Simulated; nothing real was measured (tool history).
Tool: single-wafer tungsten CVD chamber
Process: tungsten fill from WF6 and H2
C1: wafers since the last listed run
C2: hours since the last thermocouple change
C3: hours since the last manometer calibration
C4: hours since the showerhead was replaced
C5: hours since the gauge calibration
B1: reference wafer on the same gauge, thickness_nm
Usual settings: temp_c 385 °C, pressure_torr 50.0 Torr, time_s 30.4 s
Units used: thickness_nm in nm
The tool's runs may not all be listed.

{"run": 1, "hour": 0.0, "temp_c": 385, "pressure_torr": 50.0, "time_s": 29.1, "C1": 0, "C2": 1628.8, "C3": 1635.0, "C4": 4726.1, "C5": 136.2, "B1": 84.024, "thickness_nm": 99.23}
{"run": 2, "hour": 14.3, "temp_c": 385, "pressure_torr": 50.0, "time_s": 32.7, "C1": 365, "C2": 1643.1, "C3": 1649.3, "C4": 4740.4, "C5": 150.5, "B1": 83.998, "thickness_nm": 111.823}
{"run": 3, "hour": 23.1, "temp_c": 385, "pressure_torr": 50.0, "time_s": 32.7, "C1": 225, "C2": 1651.9, "C3": 1658.1, "C4": 4749.2, "C5": 159.3, "B1": 83.994, "thickness_nm": 111.362}
{"run": 4, "hour": 38.7, "temp_c": 385, "pressure_torr": 50.0, "time_s": 32.7, "C1": 399, "C2": 1667.5, "C3": 1673.7, "C4": 4764.8, "C5": 174.9, "B1": 83.965, "thickness_nm": 112.44}
{"run": 5, "hour": 48.5, "temp_c": 385, "pressure_torr": 43.1, "time_s": 30.4, "C1": 250, "C2": 1677.3, "C3": 1683.5, "C4": 4774.6, "C5": 184.7, "B1": 83.983, "thickness_nm": 96.828}
{"hour": 66.9, "done": "showerhead replaced"}
{"run": 6, "hour": 67.4, "temp_c": 385, "pressure_torr": 43.1, "time_s": 30.4, "C1": 278, "C2": 1696.2, "C3": 1702.4, "C4": 0.5, "C5": 203.6, "B1": 84.032, "thickness_nm": 97.056}
{"run": 7, "hour": 77.5, "temp_c": 385, "pressure_torr": 43.1, "time_s": 30.4, "C1": 258, "C2": 1706.3, "C3": 1712.5, "C4": 10.6, "C5": 213.7, "B1": 83.996, "thickness_nm": 97.494}
{"hour": 81.5, "done": "gauge calibrated"}
{"hour": 99.0, "done": "thermocouple changed; heater temperature recalibrated"}
{"hour": 107.3, "done": "capacitance manometer re-zeroed and calibrated"}
{"run": 8, "hour": 107.8, "temp_c": 385, "pressure_torr": 50.0, "time_s": 30.4, "C1": 365, "C2": 8.8, "C3": 0.5, "C4": 40.9, "C5": 26.3, "B1": 84.016, "thickness_nm": 92.681}
{"run": 9, "hour": 108.1, "temp_c": 391, "pressure_torr": 39.7, "time_s": 30.4, "C1": 7, "C2": 9.1, "C3": 0.8, "C4": 41.2, "C5": 26.6, "B1": 83.987, "thickness_nm": 91.228}
{"run": 10, "hour": 110.5, "temp_c": 373, "pressure_torr": 60.4, "time_s": 26.0, "C1": 61, "C2": 11.5, "C3": 3.2, "C4": 43.6, "C5": 29.0, "B1": 83.992, "thickness_nm": 70.175}
{"run": 11, "hour": 120.2, "temp_c": 376, "pressure_torr": 50.0, "time_s": 27.1, "C1": 248, "C2": 21.2, "C3": 12.9, "C4": 53.3, "C5": 38.7, "B1": 83.992, "thickness_nm": 70.364}
{"run": 12, "hour": 133.9, "temp_c": 396, "pressure_torr": 55.8, "time_s": 24.6, "C1": 350, "C2": 34.9, "C3": 26.6, "C4": 67.0, "C5": 52.4, "B1": 84.027, "thickness_nm": 95.134}
{"run": 13, "hour": 151.6, "temp_c": 371, "pressure_torr": 39.7, "time_s": 34.0, "C1": 452, "C2": 52.6, "C3": 44.3, "C4": 84.7, "C5": 70.1, "B1": 83.966, "thickness_nm": 71.674}
{"run": 14, "hour": 165.8, "temp_c": 398, "pressure_torr": 50.0, "time_s": 34.1, "C1": 363, "C2": 66.8, "C3": 58.5, "C4": 98.9, "C5": 84.3, "B1": 83.989, "thickness_nm": 129.966}
{"run": 15, "hour": 183.1, "temp_c": 385, "pressure_torr": 50.0, "time_s": 30.4, "C1": 442, "C2": 84.1, "C3": 75.8, "C4": 116.2, "C5": 101.6, "B1": 84.001, "thickness_nm": 92.563}
{"run": 16, "hour": 192.1, "temp_c": 385, "pressure_torr": 50.0, "time_s": 25.0, "C1": 230, "C2": 93.1, "C3": 84.8, "C4": 125.2, "C5": 110.6, "B1": 83.988, "thickness_nm": 76.002}

Consider 5 possible next runs. They are alternatives, not a sequence: every one starts from the tool as it was left by run 16. What does each give?
{"run": "A", "hour": 192.5, "temp_c": 396, "pressure_torr": 50.0, "time_s": 30.4, "C1": 10, "C2": 93.5, "C3": 85.2, "C4": 125.6, "C5": 111.0, "B1": "?", "thickness_nm": "?"}
{"run": "B", "hour": 192.5, "temp_c": 385, "pressure_torr": 58.7, "time_s": 27.8, "C1": 10, "C2": 93.5, "C3": 85.2, "C4": 125.6, "C5": 111.0, "B1": "?", "thickness_nm": "?"}
{"run": "C", "hour": 192.5, "temp_c": 392, "pressure_torr": 56.4, "time_s": 35.7, "C1": 10, "C2": 93.5, "C3": 85.2, "C4": 125.6, "C5": 111.0, "B1": "?", "thickness_nm": "?"}
{"run": "D", "hour": 192.5, "temp_c": 393, "pressure_torr": 60.3, "time_s": 26.0, "C1": 10, "C2": 93.5, "C3": 85.2, "C4": 125.6, "C5": 111.0, "B1": "?", "thickness_nm": "?"}
{"run": "E", "hour": 192.5, "temp_c": 397, "pressure_torr": 50.0, "time_s": 35.9, "C1": 10, "C2": 93.5, "C3": 85.2, "C4": 125.6, "C5": 111.0, "B1": "?", "thickness_nm": "?"}

run=A B1=84.008 thickness_nm=111.824
run=B B1=84.008 thickness_nm=91.616
run=C B1=84.008 thickness_nm=130.310
run=D B1=84.008 thickness_nm=99.509
run=E B1=84.008 thickness_nm=134.341
With the hidden condition removed and each run's random variation left untouched, the same runs would have given:
run=A thickness_nm=111.227
run=B thickness_nm=91.102
run=C thickness_nm=129.607
run=D thickness_nm=98.975
run=E thickness_nm=133.627
